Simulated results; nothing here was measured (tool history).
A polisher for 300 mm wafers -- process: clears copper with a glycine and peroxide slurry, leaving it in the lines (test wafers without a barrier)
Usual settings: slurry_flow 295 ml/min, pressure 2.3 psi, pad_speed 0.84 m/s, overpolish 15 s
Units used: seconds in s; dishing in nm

| run | hour | slurry_flow | pressure | pad_speed | overpolish | wafers since the last listed run | wafers polished on this pad | hours since the slurry nozzle was cleaned | hours since the head pressure was calibrated | incoming thickness of the incoming film, nm | seconds | dishing |
|---|---|---|---|---|---|---|---|---|---|---|---|---|
| 1 | 0.0 | 295 | 2.3 | 0.84 | 10 | 0 | 699 | 17.7 | 122.4 | 300.8 | 67.7 | 30.6 |
| 2 | 32.9 | 295 | 2.3 | 0.84 | 15 | 188 | 888 | 50.6 | 155.3 | 296.7 | 68.6 | 41.6 |
|  | 63.0 | worn pad replaced by a new one |
| 3 | 63.5 | 295 | 2.3 | 0.84 | 15 | 152 | 2 | 81.2 | 185.9 | 296.5 | 72.6 | 40.6 |
| 4 | 78.1 | 295 | 2.3 | 0.84 | 15 | 83 | 86 | 95.8 | 200.5 | 298.2 | 72.0 | 39.9 |
| 5 | 109.0 | 295 | 2.3 | 0.62 | 15 | 177 | 264 | 126.7 | 231.4 | 301.9 | 91.3 | 33.7 |
| 6 | 137.5 | 295 | 2.3 | 0.84 | 15 | 163 | 427 | 155.2 | 259.9 | 298.1 | 74.3 | 39.1 |
| 7 | 166.5 | 295 | 2.3 | 0.84 | 15 | 166 | 594 | 184.2 | 288.9 | 303.0 | 76.1 | 40.2 |
| 8 | 184.5 | 295 | 2.3 | 0.84 | 15 | 103 | 697 | 202.2 | 306.9 | 298.0 | 74.2 | 40.2 |
| 9 | 212.5 | 370 | 2.3 | 0.84 | 15 | 160 | 858 | 230.2 | 334.9 | 298.0 | 74.1 | 39.7 |
|  | 216.6 | head pressure recalibrated |
| 10 | 230.6 | 370 | 2.3 | 0.84 | 15 | 92 | 950 | 248.3 | 14.0 | 298.5 | 74.7 | 39.4 |
| 11 | 245.0 | 370 | 2.3 | 0.84 | 15 | 82 | 1033 | 262.7 | 28.4 | 296.5 | 75.3 | 38.8 |
|  | 271.8 | worn pad replaced by a new one, repeated, since the last time left the tool worse |
| 12 | 276.8 | 295 | 2.3 | 0.84 | 15 | 159 | 28 | 294.5 | 60.2 | 299.7 | 66.9 | 43.5 |
| 13 | 302.1 | 295 | 2.3 | 0.84 | 15 | 145 | 173 | 319.8 | 85.5 | 302.4 | 67.7 | 42.2 |
| 14 | 325.0 | 295 | 2.3 | 0.84 | 15 | 131 | 305 | 342.7 | 108.4 | 302.3 | 69.4 | 42.6 |
| 15 | 355.2 | 260 | 2.5 | 0.98 | 10 | 173 | 478 | 372.9 | 138.6 | 300.8 | 56.2 | 35.2 |
| 16 | 368.4 | 215 | 2.3 | 1.10 | 9 | 75 | 554 | 386.1 | 151.8 | 296.8 | 56.4 | 31.9 |
| 17 | 396.4 | 255 | 1.9 | 0.72 | 21 | 160 | 715 | 414.1 | 179.8 | 301.8 | 90.4 | 46.1 |
|  | 405.5 | slurry nozzle cleaned |
| 18 | 425.5 | 395 | 2.3 | 0.84 | 15 | 161 | 876 | 20.0 | 208.9 | 301.4 | 68.3 | 42.4 |
|  | 436.6 | worn pad replaced by a new one |
| 19 | 437.7 | 295 | 2.3 | 0.84 | 15 | 47 | 6 | 32.2 | 221.1 | 299.0 | 66.3 | 41.8 |
| 20 | 463.4 | 295 | 2.3 | 0.84 | 23 | 147 | 154 | 57.9 | 246.8 | 301.7 | 67.2 | 60.2 |
| 21 | 493.6 | 295 | 2.3 | 0.68 | 15 | 173 | 327 | 88.1 | 277.0 | 297.3 | 77.1 | 38.0 |
| 22 | 509.7 | 330 | 2.3 | 0.96 | 15 | 92 | 419 | 104.2 | 293.1 | 300.3 | 62.2 | 46.9 |
|  | 525.7 | head pressure recalibrated |
| 23 | 526.2 | 295 | 1.7 | 0.56 | 8 | 83 | 503 | 120.7 | 0.5 | 300.3 | 110.0 | 15.9 |
| 24 | 552.4 | 295 | 2.3 | 0.84 | 24 | 150 | 653 | 146.9 | 26.7 | 305.2 | 70.5 | 61.2 |
| 25 | 582.7 | 335 | 1.8 | 1.04 | 6 | 173 | 827 | 177.2 | 57.0 | 300.2 | 69.9 | 17.7 |
| 26 | 609.5 | 355 | 2.8 | 0.84 | 7 | 153 | 981 | 204.0 | 83.8 | 293.8 | 58.3 | 24.4 |
| 27 | 631.6 | 260 | 2.5 | 0.98 | 10 | 126 | 1108 | 226.1 | 105.9 | 300.2 | 60.4 | 33.4 |
|  | 638.0 | worn pad replaced by a new one |
| 28 | 646.2 | 295 | 2.3 | 0.84 | 15 | 60 | 47 | 240.7 | 120.5 | 300.0 | 68.1 | 43.7 |
| 29 | 669.5 | 295 | 2.3 | 1.10 | 15 | 133 | 180 | 264.0 | 143.8 | 300.0 | 56.1 | 50.1 |
| 30 | 688.3 | 295 | 2.3 | 0.84 | 15 | 107 | 288 | 282.8 | 162.6 | 300.1 | 67.5 | 42.9 |
| 31 | 712.2 | 295 | 2.3 | 0.84 | 15 | 137 | 426 | 306.7 | 186.5 | 300.8 | 68.4 | 43.4 |
| 32 | 736.5 | 295 | 2.3 | 0.58 | 20 | 139 | 565 | 331.0 | 210.8 | 300.7 | 86.9 | 45.2 |
| 33 | 767.1 | 295 | 2.7 | 0.84 | 9 | 175 | 741 | 361.6 | 241.4 | 299.5 | 59.7 | 30.2 |
| 34 | 785.5 | 295 | 3.0 | 0.84 | 7 | 105 | 847 | 380.0 | 259.8 | 299.8 | 56.4 | 26.1 |
|  | 801.1 | head pressure recalibrated |
| 35 | 812.1 | 325 | 1.7 | 1.12 | 10 | 141 | 988 | 406.6 | 11.0 | 299.2 | 70.1 | 28.1 |

List, for all runs, the conditions of the tool that the log does not record:
slurry flow missing at the pad, %: 0 in every run
deviation of the head's pressure from its setpoint, %: 0 in every run
H1: removal rate lost through wear of the pad, %
| run | H1 |
|---|---|
| 1 | 2.9 |
| 2 | 4.29 |
| 3 | 9.26 |
| 4 | 9.29 |
| 5 | 9.58 |
| 6 | 10.1 |
| 7 | 10.9 |
| 8 | 11.5 |
| 9 | 12.6 |
| 10 | 13.5 |
| 11 | 14.2 |
| 12 | 0.922 |
| 13 | 1.05 |
| 14 | 1.34 |
| 15 | 1.96 |
| 16 | 2.31 |
| 17 | 3.24 |
| 18 | 4.45 |
| 19 | 1.08 |
| 20 | 1.19 |
| 21 | 1.57 |
| 22 | 1.88 |
| 23 | 2.28 |
| 24 | 3.09 |
| 25 | 4.28 |
| 26 | 5.55 |
| 27 | 6.77 |
| 28 | 0.612 |
| 29 | 0.75 |
| 30 | 0.98 |
| 31 | 1.42 |
| 32 | 2.05 |
| 33 | 3.09 |
| 34 | 3.85 |
| 35 | 5.13 |
